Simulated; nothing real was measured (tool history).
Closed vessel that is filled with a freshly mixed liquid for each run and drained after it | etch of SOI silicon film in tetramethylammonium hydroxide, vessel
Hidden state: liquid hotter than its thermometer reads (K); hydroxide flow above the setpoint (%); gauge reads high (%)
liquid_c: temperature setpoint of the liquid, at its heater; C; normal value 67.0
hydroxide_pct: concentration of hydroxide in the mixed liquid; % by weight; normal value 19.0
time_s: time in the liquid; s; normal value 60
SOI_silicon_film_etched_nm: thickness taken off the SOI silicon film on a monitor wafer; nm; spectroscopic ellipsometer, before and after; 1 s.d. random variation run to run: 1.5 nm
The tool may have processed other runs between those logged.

run     day  liquid_c  hydroxide_pct  time_s  wafers since the last listed run  hours since the thermometer was replaced  hours since the hydroxide flow meter was replaced  hours since the gauge calibration  read-back film thickness of the SOI silicon film reference wafer, read on the same gauge (nm)  SOI_silicon_film_etched_nm
  1   0.000      67.0           17.0      60                                 0                                     535.0                                             1029.4                              453.0                                                                                         121.76                      293.14
  2   1.508      67.0           17.0      60                              3081                                     571.2                                             1065.6                              489.2                                                                                         121.87                      290.28
  3   3.025      67.0           17.0      60                              3098                                     607.6                                             1102.0                              525.6                                                                                         122.03                      290.46
  4   5.838      67.0           19.0      60                              5745                                     675.1                                             1169.5                              593.1                                                                                         122.27                      278.58
  5   8.562      67.0           19.0      60                              5567                                     740.5                                             1234.9                              658.5                                                                                         122.49                      281.59
  6  10.200      67.0           19.0      60                              3345                                     779.8                                             1274.2                              697.8                                                                                         122.63                      277.21
  7  12.096      67.0           19.0      60                              3873                                     825.3                                             1319.7                              743.3                                                                                         122.76                      281.21
     13.846  -- gauge calibrated
  8  14.338      67.0           19.0      90                              4579                                     879.1                                             1373.5                               11.8                                                                                         120.01                      411.54
     17.283  -- hydroxide flow meter replaced
  9  18.754      73.5           19.0      60                              8937                                     985.1                                               35.3                              117.8                                                                                         120.38                      401.71
 10  20.850      61.0           13.5      90                              4281                                    1035.4                                               85.6                              168.1                                                                                         120.57                      329.08
 11  22.521      67.0           19.0      60                              3413                                    1075.5                                              125.7                              208.2                                                                                         120.69                      273.61
     24.321  -- thermometer replaced
 12  24.342      71.0           22.5      60                              3634                                       0.5                                              169.4                              251.9                                                                                         120.87                      317.92
 13  26.875      67.0           19.0      60                              5175                                      61.3                                              230.2                              312.7                                                                                         121.08                      274.61
 14  29.692      74.0           15.5      75                              5754                                     128.9                                              297.8                              380.3                                                                                         121.31                      560.13
 15  31.842      71.5           19.0      60                              4392                                     180.5                                              349.4                              431.9                                                                                         121.47                      360.53

What if the next run were any one of these 3? Each begins from the tool's condition after run 15:
  A  31.871      74.5           19.0      60                                59                                     181.2                                              350.1                              432.6                                                                                              ?                           ?
  B  31.871      67.0           17.0      50                                59                                     181.2                                              350.1                              432.6                                                                                              ?                           ?
  C  31.871      70.0           19.0      30                                59                                     181.2                                              350.1                              432.6                                                                                              ?                           ?

run  read-back film thickness of the SOI silicon film reference wafer, read on the same gauge (nm)  SOI_silicon_film_etched_nm
  A                                                                                         121.51                      428.78
  B                                                                                         121.51                      241.09
  C                                                                                         121.51                      165.18
The same runs, with their run-to-run variation unchanged, on a tool lacking any hidden condition would have given:
run  SOI_silicon_film_etched_nm
  A                      423.48
  B                      238.11
  C                      163.14
